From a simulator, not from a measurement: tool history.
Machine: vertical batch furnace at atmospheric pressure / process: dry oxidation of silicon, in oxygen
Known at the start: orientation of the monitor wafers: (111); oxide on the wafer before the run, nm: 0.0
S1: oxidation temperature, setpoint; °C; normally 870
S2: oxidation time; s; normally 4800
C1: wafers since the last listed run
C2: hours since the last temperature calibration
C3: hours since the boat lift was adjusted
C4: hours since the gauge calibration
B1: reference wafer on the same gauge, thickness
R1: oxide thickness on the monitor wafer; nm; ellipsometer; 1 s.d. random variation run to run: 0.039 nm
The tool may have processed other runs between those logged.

run 1 hour=0 | S1=880 S2=3150 | C1=0 C2=2891.6 C3=3146.8 C4=90 | B1=22.2 | R1=21.32
run 2 hour=19.5 | S1=870 S2=4800 | C1=191 C2=2911.1 C3=3166.3 C4=109.5 | B1=22.2 | R1=25.76
run 3 hour=36.2 | S1=870 S2=4800 | C1=164 C2=2927.8 C3=3183 C4=126.2 | B1=22.21 | R1=25.73
run 4 hour=51.2 | S1=870 S2=4800 | C1=147 C2=2942.8 C3=3198 C4=141.2 | B1=22.2 | R1=25.74
-- hour=77.3 thermocouples replaced and temperature profile calibrated
run 5 hour=77.8 | S1=870 S2=4800 | C1=25 C2=0.5 C3=3224.6 C4=167.8 | B1=22.2 | R1=25.68
run 6 hour=87.7 | S1=870 S2=4800 | C1=97 C2=10.4 C3=3234.5 C4=177.7 | B1=22.22 | R1=25.73
run 7 hour=96.8 | S1=870 S2=4800 | C1=89 C2=19.5 C3=3243.6 C4=186.8 | B1=22.21 | R1=25.7
-- hour=98.3 gauge calibrated
run 8 hour=118.3 | S1=870 S2=4800 | C1=211 C2=41 C3=3265.1 C4=20 | B1=22.21 | R1=25.76
run 9 hour=129.5 | S1=848 S2=5550 | C1=110 C2=52.2 C3=3276.3 C4=31.2 | B1=22.2 | R1=22.28
run 10 hour=148 | S1=870 S2=6750 | C1=181 C2=70.7 C3=3294.8 C4=49.7 | B1=22.21 | R1=32.62
-- hour=172.7 boat lift adjusted
run 11 hour=173.2 | S1=883 S2=6690 | C1=11 C2=95.9 C3=0.5 C4=74.9 | B1=22.21 | R1=37.15
run 12 hour=185.2 | S1=856 S2=6090 | C1=117 C2=107.9 C3=12.5 C4=86.9 | B1=22.21 | R1=26.07

Run 13 has not been measured yet. What should we expect?
run 13 hour=197.7 | S1=893 S2=5430 | C1=122 C2=120.4 C3=25 C4=99.4 | B1=? | R1=?

{"run 13": {"B1": 22.19, "R1": 35.71}}
If the tool had no hidden condition, the same run with the same run-to-run variation would have returned R1 35.71 nm.
